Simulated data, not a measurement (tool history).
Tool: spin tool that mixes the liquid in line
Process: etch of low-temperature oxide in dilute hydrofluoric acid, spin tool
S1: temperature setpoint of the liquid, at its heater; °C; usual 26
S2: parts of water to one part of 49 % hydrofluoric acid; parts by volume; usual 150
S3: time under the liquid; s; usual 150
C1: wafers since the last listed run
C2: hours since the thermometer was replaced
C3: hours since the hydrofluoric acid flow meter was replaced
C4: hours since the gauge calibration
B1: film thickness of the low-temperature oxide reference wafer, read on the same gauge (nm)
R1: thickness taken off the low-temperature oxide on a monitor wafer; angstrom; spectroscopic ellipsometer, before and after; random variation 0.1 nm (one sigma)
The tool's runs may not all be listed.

run,hour,S1,S2,S3,C1,C2,C3,C4,B1,R1
1,0,26,185,195,0,229.9,281.2,1539.1,109.98,126.1
2,43.1,26,185,195,465,273,324.3,1582.2,109.98,125.8
3,107.5,26,150,150,695,337.4,388.7,1646.6,110,124.5
4,172,26,150,150,696,401.9,453.2,1711.1,110.01,127.1
5,235.6,26,150,150,686,465.5,516.8,1774.7,110.01,129
6,300.9,26,190,150,705,530.8,582.1,1840,110,97.3
7,341.8,26,150,150,441,571.7,623,1880.9,109.98,131.8
# hour 367: hydrofluoric acid flow meter replaced
8,386.5,26,150,150,471,616.4,19.5,1925.6,110,125.7
9,431.6,26,150,150,486,661.5,64.6,1970.7,110.02,126.3
10,457.9,26,150,150,283,687.8,90.9,1997,109.98,126.8
11,496.9,26,150,150,421,726.8,129.9,2036,109.97,126.2
12,545,26,150,150,519,774.9,178,2084.1,109.99,130
13,593.8,26,150,150,526,823.7,226.8,2132.9,110.01,130.3
14,629.5,24,75,185,385,859.4,262.5,2168.6,110.01,327.5
15,694.5,26,150,125,701,924.4,327.5,2233.6,110,111.9
16,730.1,26,180,175,384,960,363.1,2269.2,109.98,125.2
# hour 731.4: thermometer replaced
17,765.4,26,170,150,370,34,398.4,2304.5,109.99,106.7
18,829.3,26,225,205,689,97.9,462.3,2368.4,109.98,102.5
19,884.3,28,180,65,593,152.9,517.3,2423.4,110.01,47.8
20,937.3,24,95,215,572,205.9,570.3,2476.4,109.97,282
21,969.1,28,205,70,343,237.7,602.1,2508.2,109.98,43.8
# hour 1019.3: gauge calibrated
22,1037,26,150,150,733,305.6,670,17.7,109.99,129.7
23,1063.2,26,150,150,282,331.8,696.2,43.9,109.99,131
24,1088.6,27.5,185,220,274,357.2,721.6,69.3,110,156.6
# hour 1137.7: hydrofluoric acid flow meter replaced
25,1148.5,26,215,150,635,417.1,10.8,129.2,110.03,79
26,1238.6,26,110,120,972,507.2,100.9,219.3,109.99,144.7
27,1293.2,26,150,150,589,561.8,155.5,273.9,109.99,125.3
28,1341.1,26,85,115,517,609.7,203.4,321.8,110,190.5
29,1520.1,26,150,150,1932,788.7,382.4,500.8,110.01,132.2
30,1585.8,26,150,150,709,854.4,448.1,566.5,110,135.3
31,1631,26,225,150,488,899.6,493.3,611.7,109.99,81.6

Forecast each of these 5 alternatives for the next run:
A,1631.5,26,150,150,5,900.1,493.8,612.2,?,?
B,1631.5,26,150,210,5,900.1,493.8,612.2,?,?
C,1631.5,23,150,110,5,900.1,493.8,612.2,?,?
D,1631.5,22.5,210,150,5,900.1,493.8,612.2,?,?
E,1631.5,30.5,125,150,5,900.1,493.8,612.2,?,?

run,B1,R1
A,109.98,135.3
B,109.98,189.4
C,109.98,88.7
D,109.98,79.4
E,109.98,197.4
Without the tool's hidden state the same runs would have given:
run,R1
A,116.5
B,163.1
C,76.2
D,68.3
E,170.5
